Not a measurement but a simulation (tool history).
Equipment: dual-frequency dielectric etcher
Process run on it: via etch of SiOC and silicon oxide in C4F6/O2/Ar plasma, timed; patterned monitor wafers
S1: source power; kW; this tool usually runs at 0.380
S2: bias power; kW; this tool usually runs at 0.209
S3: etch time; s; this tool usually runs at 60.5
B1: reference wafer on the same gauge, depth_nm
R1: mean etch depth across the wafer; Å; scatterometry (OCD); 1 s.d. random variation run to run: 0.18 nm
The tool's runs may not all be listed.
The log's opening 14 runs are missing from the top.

run,hour,S1,S2,S3,B1,R1
15,394.6,0.330,0.175,60.5,74.0,653
16,425.5,0.340,0.179,48.0,73.9,530
# hour 468.7: wet clean of the chamber
17,469.2,0.380,0.209,60.5,73.9,713
18,482.6,0.430,0.180,66.0,73.9,759
19,504.3,0.380,0.209,50.5,73.9,594
20,540.0,0.300,0.209,49.5,73.8,544
21,557.6,0.420,0.209,66.0,73.9,804
22,582.0,0.290,0.209,78.0,73.9,854
23,602.5,0.450,0.239,60.5,73.9,797
24,632.2,0.300,0.224,43.5,74.0,495
25,664.0,0.380,0.209,51.0,74.0,604
26,692.4,0.440,0.161,60.5,73.9,672
27,716.6,0.450,0.209,44.0,73.9,549
28,742.0,0.460,0.209,68.5,73.9,864
29,777.0,0.380,0.209,43.5,73.9,518
30,799.3,0.320,0.209,66.5,73.9,756

Consider 4 possible next runs. They are alternatives, not a sequence: every one starts from the tool as it was left by run 30. What does each give?
A,799.7,0.380,0.241,60.5,?,?
B,799.7,0.350,0.209,66.0,?,?
C,799.7,0.340,0.209,44.5,?,?
D,799.7,0.310,0.209,60.5,?,?

run,B1,R1
A,73.9,766
B,73.9,768
C,73.9,514
D,73.9,680
With no hidden state in the tool, these same runs would have given:
run,R1
A,760
B,762
C,509
D,674

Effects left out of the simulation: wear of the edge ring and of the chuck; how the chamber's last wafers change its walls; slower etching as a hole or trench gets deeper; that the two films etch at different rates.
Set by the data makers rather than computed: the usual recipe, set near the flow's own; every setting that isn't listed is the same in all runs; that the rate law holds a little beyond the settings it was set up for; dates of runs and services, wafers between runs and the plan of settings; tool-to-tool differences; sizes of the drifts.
